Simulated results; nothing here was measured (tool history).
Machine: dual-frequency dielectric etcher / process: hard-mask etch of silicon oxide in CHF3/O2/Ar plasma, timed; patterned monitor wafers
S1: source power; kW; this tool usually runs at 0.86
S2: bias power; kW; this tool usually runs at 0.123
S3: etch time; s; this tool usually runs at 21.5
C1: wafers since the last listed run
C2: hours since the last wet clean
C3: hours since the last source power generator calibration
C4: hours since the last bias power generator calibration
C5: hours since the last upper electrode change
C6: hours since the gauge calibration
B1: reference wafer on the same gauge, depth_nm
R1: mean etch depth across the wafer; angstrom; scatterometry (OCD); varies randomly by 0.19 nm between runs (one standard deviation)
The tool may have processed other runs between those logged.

run     day    S1     S2    S3   C1     C2      C3      C4      C5     C6     B1     R1
  1       0  0.86  0.101  21.5    0  338.6  3852.3  2507.5    2840  189.7  42.14  367.3
  2   0.342  0.86  0.123  21.5  159  346.8  3860.5  2515.7  2848.2  197.9  42.17  396.3
  3   1.062  0.86  0.123  21.5  336  364.1  3877.8    2533  2865.5  215.2  42.34  397.4
  4   1.325  0.86  0.123  21.5  122  370.4  3884.1  2539.3  2871.8  221.5  42.21  395.4
  5   1.825  0.86  0.123  21.5  233  382.4  3896.1  2551.3  2883.8  233.5  42.29  400.2
  6   2.275  0.86  0.123  21.5  209  393.2  3906.9  2562.1  2894.6  244.3  42.17  396.4
  7   2.542  0.94  0.123  17.5  124  399.6  3913.3  2568.5    2901  250.7  42.15  338.9
  8   2.817  0.94  0.123  17.5  128  406.2  3919.9  2575.1  2907.6  257.3  42.18  335.3
      4.421  -- upper electrode replaced
  9   4.442  0.86  0.123  21.5  291  445.2  3958.9  2614.1     0.5  296.3  42.22  400.4
 10   4.454  0.86  0.123  21.5    5  445.5  3959.2  2614.4     0.8  296.6  42.14    399
 11   4.688  0.86  0.115  21.5  108  451.1  3964.8    2620     6.4  302.2  42.21  392.1
 12       5  0.75  0.123  21.5  145  458.6  3972.3  2627.5    13.9  309.7  42.19  369.9
 13   5.567  0.75  0.123  21.5  264  472.2  3985.9  2641.1    27.5  323.3  42.16  374.1
       5.75  -- gauge calibrated
 14   5.954  0.86  0.123  21.5  180  481.5  3995.2  2650.4    36.8    4.9  42.15  399.1
      6.529  -- bias power generator calibrated
 15    6.55  0.86  0.123  21.5  200  495.8  4009.5     0.5    51.1   19.2  42.24  400.9
 16   7.112     1  0.141  21.5  262  509.3    4023      14    64.6   32.7  42.27  453.7
 17   7.554  0.65  0.106  15.5  206  519.9  4033.6    24.6    75.2   43.3  42.19  234.9
 18   8.017  0.86  0.141  21.5  215    531  4044.7    35.7    86.3   54.4  42.12  423.4
 19   8.579  0.86  0.123    15  262  544.5  4058.2    49.2    99.8   67.9  42.19  283.5
 20   9.021  0.86  0.123  21.5  206  555.1  4068.8    59.8   110.4   78.5   42.3  399.9
 21   9.317  0.86  0.147  24.5  137  562.2  4075.9    66.9   117.5   85.6  42.07  491.5
     11.021  -- wet clean of the chamber
 22  11.042  0.72  0.123  21.5  338    0.5  4117.3   108.3   158.9    127   42.1  347.4
 23  11.054  0.86  0.123    27    5    0.8  4117.6   108.6   159.2  127.3  42.21  483.1
 24  11.238  0.97  0.105    25   85    5.2    4122     113   163.6  131.7  42.21  446.3
     11.421  -- source power generator calibrated
 25  11.879  0.86  0.144  21.5  221   20.6      11   128.4     179  147.1  42.26  405.7
 26  12.442  0.86  0.096  26.5  262   34.1    24.5   141.9   192.5  160.6  42.11  432.2
 27  13.096  1.03  0.153    15  305   49.8    40.2   157.6   208.2  176.3  42.34  319.9
 28  13.767  0.74  0.099    16  312   65.9    56.3   173.7   224.3  192.4  42.14  243.1
 29  14.462  0.86  0.123  21.5  324   82.6      73   190.4     241  209.1  42.16  385.9

Describe how what the log doesn't record of the tool's condition differs between the last listed run preceding each entry between runs and the first listed run following it.
Logged between run 8 and run 9: upper electrode replaced (day 4.421)
  etch rate over this chamber's usual, %: 4.71 -> 5.08
  measured value less the no-hidden-state value, R1: +15.1 -> +19.4 angstrom
Logged between run 13 and run 14: gauge calibrated (day 5.75)
  etch rate over this chamber's usual, %: 5.35 -> 5.44
  measured value less the no-hidden-state value, R1: +19 -> +20.6 angstrom
Logged between run 14 and run 15: bias power generator calibrated (day 6.529)
  etch rate over this chamber's usual, %: 5.44 -> 5.57
  measured value less the no-hidden-state value, R1: +20.6 -> +21.2 angstrom
Logged between run 21 and run 22: wet clean of the chamber (day 11.021)
  etch rate over this chamber's usual, %: 6.22 -> 0.669
  measured value less the no-hidden-state value, R1: +28.8 -> +2.3 angstrom
Logged between run 24 and run 25: source power generator calibrated (day 11.421)
  etch rate over this chamber's usual, %: 0.715 -> 0.864
  measured value less the no-hidden-state value, R1: +3.1 -> +3.5 angstrom
